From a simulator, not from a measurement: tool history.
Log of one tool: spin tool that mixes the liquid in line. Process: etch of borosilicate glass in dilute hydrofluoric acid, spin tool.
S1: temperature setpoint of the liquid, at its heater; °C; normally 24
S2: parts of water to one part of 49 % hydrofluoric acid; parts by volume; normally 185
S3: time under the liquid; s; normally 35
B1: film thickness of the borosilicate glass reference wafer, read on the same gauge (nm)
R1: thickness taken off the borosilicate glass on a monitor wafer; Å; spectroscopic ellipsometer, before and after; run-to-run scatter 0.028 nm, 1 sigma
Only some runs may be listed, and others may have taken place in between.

run,hour,S1,S2,S3,B1,R1
1,0,25.5,185,50,80,99.7
2,9.7,25.5,185,50,79.98,98.9
3,16.7,25.5,185,50,80.02,99.5
4,32.5,24,185,35,80.01,65.7
5,43.8,24,185,35,80.01,65.8
6,51.8,24,185,35,80.03,65.7
7,62.2,24,215,35,79.97,55.1
8,72.8,24,185,35,79.99,65.4
9,85.5,24,185,35,80.01,65.4
10,126.2,24,185,35,79.99,65.7
11,135.8,22,185,35,79.99,61.3
# hour 139.4: gauge calibrated
12,147.2,22,185,35,80.01,61.1
13,161.3,24,225,25,79.99,36.8
14,173.2,27,185,35,80.04,73.1
15,185.7,28.5,185,35,80.02,77.6
16,198.7,28.5,140,15,79.98,46.2
# hour 209.5: thermometer replaced
17,215.6,22,185,35,79.96,61.2
# hour 217.9: hydrofluoric acid flow meter replaced
18,231.8,24,185,35,80.02,65.6
19,238.4,24,130,35,79.95,99.5
20,250.8,27.5,135,15,79.97,46.5
21,261,22,185,20,79.97,34.7
22,269.9,28.5,140,15,79.96,46.7
23,276.5,24,185,35,80.03,65.6
24,288.9,24,100,25,79.96,95.6
25,304.8,21,250,25,80.02,28.8
26,312.5,24,185,35,80,65.9
27,318.7,19.5,185,35,79.99,55.4

5 options for the next run, each taken on its own from the tool as it stands now. Forecast them:
A,319.1,24,185,35,?,?
B,319.1,19.5,110,40,?,?
C,319.1,20.5,125,20,?,?
D,319.1,28,255,15,?,?
E,319.1,24,185,45,?,?

run,B1,R1
A,79.99,66.1
B,79.99,115.6
C,79.99,52.1
D,79.99,22
E,79.99,85
The same runs, with their run-to-run variation unchanged, on a tool lacking any hidden condition would have given:
run,R1
A,66.1
B,115.6
C,52.1
D,22
E,85
